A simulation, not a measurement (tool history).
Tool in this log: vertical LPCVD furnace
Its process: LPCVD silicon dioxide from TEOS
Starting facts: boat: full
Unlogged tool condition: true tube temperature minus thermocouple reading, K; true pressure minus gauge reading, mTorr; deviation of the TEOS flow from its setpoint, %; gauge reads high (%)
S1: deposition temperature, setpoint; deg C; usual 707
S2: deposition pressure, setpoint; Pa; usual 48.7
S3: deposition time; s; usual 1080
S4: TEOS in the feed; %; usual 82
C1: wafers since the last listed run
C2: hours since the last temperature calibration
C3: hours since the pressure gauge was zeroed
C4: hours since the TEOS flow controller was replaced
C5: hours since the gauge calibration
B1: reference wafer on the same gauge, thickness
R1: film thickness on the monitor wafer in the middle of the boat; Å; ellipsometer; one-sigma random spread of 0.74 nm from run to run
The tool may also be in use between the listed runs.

| run | hour | S1 | S2 | S3 | S4 | C1 | C2 | C3 | C4 | C5 | B1 | R1 |
|---|---|---|---|---|---|---|---|---|---|---|---|---|
| 1 | 0 | 704 | 48.7 | 1080 | 82 | 0 | 136.1 | 4611.3 | 239.9 | 1993.8 | 221.14 | 1797.8 |
| 2 | 95.7 | 704 | 48.7 | 1080 | 82 | 1385 | 231.8 | 4707 | 335.6 | 2089.5 | 221.19 | 1810.3 |
| 3 | 178.2 | 707 | 48.7 | 1080 | 82 | 1194 | 314.3 | 4789.5 | 418.1 | 2172 | 220.8 | 1932.5 |
| 4 | 266.7 | 707 | 48.7 | 1080 | 82 | 1281 | 402.8 | 4878 | 506.6 | 2260.5 | 220.8 | 1950.6 |
| 5 | 313.9 | 707 | 48.7 | 840 | 82 | 683 | 450 | 4925.2 | 553.8 | 2307.7 | 220.79 | 1513.3 |
| 6 | 411.7 | 707 | 48.7 | 840 | 82 | 1416 | 547.8 | 5023 | 651.6 | 2405.5 | 221.24 | 1505.5 |
| 7 | 486.7 | 707 | 48.7 | 840 | 82 | 1085 | 622.8 | 5098 | 726.6 | 2480.5 | 221.11 | 1507.4 |
|  | 540.7 | gauge calibrated |
|  | 550.9 | pressure gauge zeroed |
| 8 | 560 | 707 | 48.7 | 1080 | 82 | 713 | 696.1 | 9.1 | 799.9 | 19.3 | 220.98 | 1989.2 |
| 9 | 648.7 | 707 | 48.7 | 1290 | 82 | 1284 | 784.8 | 97.8 | 888.6 | 108 | 221.09 | 2404.6 |
| 10 | 689.2 | 707 | 48.7 | 1080 | 82 | 586 | 825.3 | 138.3 | 929.1 | 148.5 | 221.1 | 2002.6 |
| 11 | 752 | 707 | 42.7 | 900 | 82 | 909 | 888.1 | 201.1 | 991.9 | 211.3 | 221.05 | 1569.7 |
| 12 | 843.3 | 707 | 48.7 | 1080 | 87 | 1321 | 979.4 | 292.4 | 1083.2 | 302.6 | 221.19 | 2054.2 |
| 13 | 892.1 | 707 | 48.7 | 1350 | 82 | 706 | 1028.2 | 341.2 | 1132 | 351.4 | 220.87 | 2496.1 |
| 14 | 929.2 | 718 | 44.7 | 930 | 96 | 537 | 1065.3 | 378.3 | 1169.1 | 388.5 | 221.12 | 2287.3 |
| 15 | 974 | 707 | 48.7 | 660 | 82 | 648 | 1110.1 | 423.1 | 1213.9 | 433.3 | 221.07 | 1225.5 |
| 16 | 1037.9 | 717 | 41.3 | 720 | 86 | 925 | 1174 | 487 | 1277.8 | 497.2 | 221.09 | 1577.8 |
| 17 | 1136.8 | 707 | 48.7 | 1440 | 82 | 1432 | 1272.9 | 585.9 | 1376.7 | 596.1 | 220.97 | 2669.5 |
| 18 | 1190.3 | 702 | 48.7 | 900 | 82 | 774 | 1326.4 | 639.4 | 1430.2 | 649.6 | 221 | 1483.7 |
| 19 | 1240.6 | 707 | 48.7 | 1080 | 91 | 728 | 1376.7 | 689.7 | 1480.5 | 699.9 | 221.05 | 2099.9 |
| 20 | 1338.6 | 707 | 54.7 | 660 | 82 | 1418 | 1474.7 | 787.7 | 1578.5 | 797.9 | 221.12 | 1298 |
| 21 | 1395.7 | 716 | 48.7 | 1080 | 82 | 826 | 1531.8 | 844.8 | 1635.6 | 855 | 220.95 | 2469.6 |
| 22 | 1474.1 | 707 | 48.7 | 1080 | 82 | 1135 | 1610.2 | 923.2 | 1714 | 933.4 | 220.88 | 1999.8 |
| 23 | 1522.4 | 700 | 57.3 | 960 | 97 | 699 | 1658.5 | 971.5 | 1762.3 | 981.7 | 220.93 | 1795 |
| 24 | 1594.4 | 707 | 48.7 | 810 | 82 | 1042 | 1730.5 | 1043.5 | 1834.3 | 1053.7 | 220.88 | 1501.1 |
| 25 | 1660.8 | 719 | 48.7 | 1080 | 82 | 961 | 1796.9 | 1109.9 | 1900.7 | 1120.1 | 220.79 | 2647.9 |
| 26 | 1733.5 | 707 | 48.7 | 1080 | 82 | 1052 | 1869.6 | 1182.6 | 1973.4 | 1192.8 | 220.94 | 1999.8 |
| 27 | 1794.3 | 707 | 48.7 | 1080 | 82 | 880 | 1930.4 | 1243.4 | 2034.2 | 1253.6 | 221.01 | 2014.5 |
| 28 | 1895.4 | 713 | 48.7 | 1320 | 97 | 1463 | 2031.5 | 1344.5 | 2135.3 | 1354.7 | 221.11 | 3058.2 |
| 29 | 1949.6 | 707 | 52 | 960 | 73 | 784 | 2085.7 | 1398.7 | 2189.5 | 1408.9 | 220.95 | 1729.1 |
| 30 | 2038.6 | 707 | 48.7 | 900 | 92 | 1288 | 2174.7 | 1487.7 | 2278.5 | 1497.9 | 221.02 | 1764.5 |
| 31 | 2088.3 | 707 | 48.7 | 840 | 82 | 719 | 2224.4 | 1537.4 | 2328.2 | 1547.6 | 221.01 | 1555.3 |
| 32 | 2177.9 | 707 | 48.7 | 960 | 82 | 1297 | 2314 | 1627 | 2417.8 | 1637.2 | 220.99 | 1777.9 |

Measured minus without-hidden-state, run by run (identical run-to-run variation in each term; gauge scatter may differ):
| run | R1 |
|---|---|
| 1 | -35.2 |
| 2 | -31.4 |
| 3 | -30.1 |
| 4 | -26.9 |
| 5 | -19.4 |
| 6 | -16.6 |
| 7 | -14.6 |
| 8 | +35.4 |
| 9 | +42.9 |
| 10 | +35.7 |
| 11 | +27.5 |
| 12 | +36.6 |
| 13 | +44.4 |
| 14 | +38.6 |
| 15 | +21.7 |
| 16 | +25.5 |
| 17 | +47.1 |
| 18 | +26.5 |
| 19 | +36.9 |
| 20 | +23.9 |
| 21 | +41.8 |
| 22 | +34.7 |
| 23 | +34.8 |
| 24 | +25.9 |
| 25 | +43.6 |
| 26 | +34.2 |
| 27 | +34.4 |
| 28 | +50.6 |
| 29 | +30.7 |
| 30 | +29.6 |
| 31 | +26 |
| 32 | +29.6 |
